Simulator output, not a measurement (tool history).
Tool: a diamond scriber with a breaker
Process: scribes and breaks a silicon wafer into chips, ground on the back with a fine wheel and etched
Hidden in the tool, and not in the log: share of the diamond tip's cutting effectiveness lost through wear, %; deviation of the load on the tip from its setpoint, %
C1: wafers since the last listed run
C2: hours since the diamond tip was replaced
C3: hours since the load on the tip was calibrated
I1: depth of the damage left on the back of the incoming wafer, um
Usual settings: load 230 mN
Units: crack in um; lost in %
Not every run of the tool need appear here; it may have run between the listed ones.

{"run": 1, "hour": 0.0, "load": 230, "C1": 0, "C2": 558.5, "C3": 673.9, "I1": 0.47, "crack": 7.02, "lost": 7.12}
{"run": 2, "hour": 52.4, "load": 230, "C1": 111, "C2": 610.9, "C3": 726.3, "I1": 0.57, "crack": 6.94, "lost": 7.95}
{"hour": 61.7, "done": "diamond tip replaced by a new one"}
{"run": 3, "hour": 87.9, "load": 230, "C1": 71, "C2": 26.2, "C3": 761.8, "I1": 0.33, "crack": 8.25, "lost": 2.65}
{"run": 4, "hour": 141.5, "load": 230, "C1": 114, "C2": 79.8, "C3": 815.4, "I1": 0.35, "crack": 8.16, "lost": 2.99}
{"run": 5, "hour": 267.7, "load": 208, "C1": 269, "C2": 206.0, "C3": 941.6, "I1": 0.43, "crack": 7.49, "lost": 5.49}
{"run": 6, "hour": 320.0, "load": 208, "C1": 111, "C2": 258.3, "C3": 993.9, "I1": 0.36, "crack": 7.34, "lost": 5.7}
{"run": 7, "hour": 471.9, "load": 208, "C1": 324, "C2": 410.2, "C3": 1145.8, "I1": 0.74, "crack": 6.75, "lost": 7.55}
{"run": 8, "hour": 511.8, "load": 230, "C1": 85, "C2": 450.1, "C3": 1185.7, "I1": 0.71, "crack": 7.37, "lost": 6.06}
{"run": 9, "hour": 573.4, "load": 230, "C1": 131, "C2": 511.7, "C3": 1247.3, "I1": 0.43, "crack": 6.89, "lost": 7.41}
{"hour": 625.3, "done": "diamond tip replaced by a new one"}
{"run": 10, "hour": 643.9, "load": 230, "C1": 146, "C2": 18.6, "C3": 1317.8, "I1": 0.7, "crack": 8.14, "lost": 3.1}
{"run": 11, "hour": 696.1, "load": 178, "C1": 111, "C2": 70.8, "C3": 1370.0, "I1": 0.68, "crack": 7.13, "lost": 7.6}
{"run": 12, "hour": 751.8, "load": 178, "C1": 118, "C2": 126.5, "C3": 1425.7, "I1": 0.77, "crack": 6.94, "lost": 8.58}
{"run": 13, "hour": 816.0, "load": 178, "C1": 137, "C2": 190.7, "C3": 1489.9, "I1": 0.69, "crack": 6.7, "lost": 8.63}
{"run": 14, "hour": 1025.3, "load": 298, "C1": 446, "C2": 400.0, "C3": 1699.2, "I1": 0.38, "crack": 8.24, "lost": 2.66}
{"hour": 1059.5, "done": "load on the tip recalibrated"}
{"run": 15, "hour": 1067.2, "load": 230, "C1": 85, "C2": 441.9, "C3": 7.7, "I1": 0.6, "crack": 7.62, "lost": 4.22}
{"run": 16, "hour": 1109.7, "load": 202, "C1": 90, "C2": 484.4, "C3": 50.2, "I1": 0.4, "crack": 7.21, "lost": 7.07}
{"run": 17, "hour": 1168.8, "load": 230, "C1": 126, "C2": 543.5, "C3": 109.3, "I1": 0.52, "crack": 7.36, "lost": 6.01}
{"hour": 1201.2, "done": "diamond tip replaced by a new one"}
{"run": 18, "hour": 1218.4, "load": 208, "C1": 101, "C2": 17.2, "C3": 158.9, "I1": 0.56, "crack": 8.08, "lost": 2.92}
{"run": 19, "hour": 1279.7, "load": 281, "C1": 130, "C2": 78.5, "C3": 220.2, "I1": 0.44, "crack": 9.15, "lost": 2.1}

Estimate the outcome of run 20 from the log above:
{"run": 20, "hour": 1306.4, "load": 269, "C1": 57, "C2": 105.2, "C3": 246.9, "I1": 0.45, "crack": "?", "lost": "?"}

{"run 20": {"crack": 8.82, "lost": 2.0}}
If the tool had no hidden condition, the same run with the same run-to-run variation would have returned crack 9.71 um, lost 2.63 %.
